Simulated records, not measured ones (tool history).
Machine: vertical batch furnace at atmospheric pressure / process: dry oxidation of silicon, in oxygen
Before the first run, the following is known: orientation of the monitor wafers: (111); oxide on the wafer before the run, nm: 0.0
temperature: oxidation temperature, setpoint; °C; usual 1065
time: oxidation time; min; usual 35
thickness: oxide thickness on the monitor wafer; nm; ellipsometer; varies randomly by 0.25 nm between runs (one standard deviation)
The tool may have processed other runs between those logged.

run,hour,temperature,time,"read-back reference wafer on the same gauge, thickness",thickness
1,0,1065,35,66,76.78
2,27.9,1065,35,66.06,77.32
3,64.1,1065,35,65.98,76.87
4,122,1065,28.5,65.97,67.77
5,178.3,1065,28.5,65.99,67.89
6,226.8,1065,28.5,66.05,67.52
7,281.5,1047,22.5,66.06,52.07
# hour 282.2: gauge calibrated
# hour 306.5: thermocouples replaced and temperature profile calibrated
8,336.8,1047,22.5,65.95,50.52
9,383.3,1047,22.5,66,50.84
10,421.7,1058,41.5,66.03,80.95
# hour 486.2: boat lift adjusted
11,486.7,1055,50.5,66.03,89.98
12,536.3,1051,24,66.05,54.47
13,593,1078,29.5,65.96,75.13
14,649.9,1077,42.5,66,93.57
15,685.5,1082,18.5,65.98,57.76
16,757,1082,21,66.03,62.4
17,786.1,1065,35,66.01,76.79
18,823,1065,35,66.03,77.23

Here are 5 independent what-if runs from the current tool condition. What would each one return?
A,828.3,1065,35,?,?
B,828.3,1074,50,?,?
C,828.3,1074,23,?,?
D,828.3,1065,48,?,?
E,828.3,1086,20,?,?

run,"read-back reference wafer on the same gauge, thickness",thickness
A,66.03,77.09
B,66.03,102.52
C,66.03,62.78
D,66.03,94.23
E,66.03,62.95
The same runs, with their run-to-run variation unchanged, on a tool lacking any hidden condition would have given:
run,thickness
A,75.17
B,99.94
C,61.07
D,91.94
E,61.09
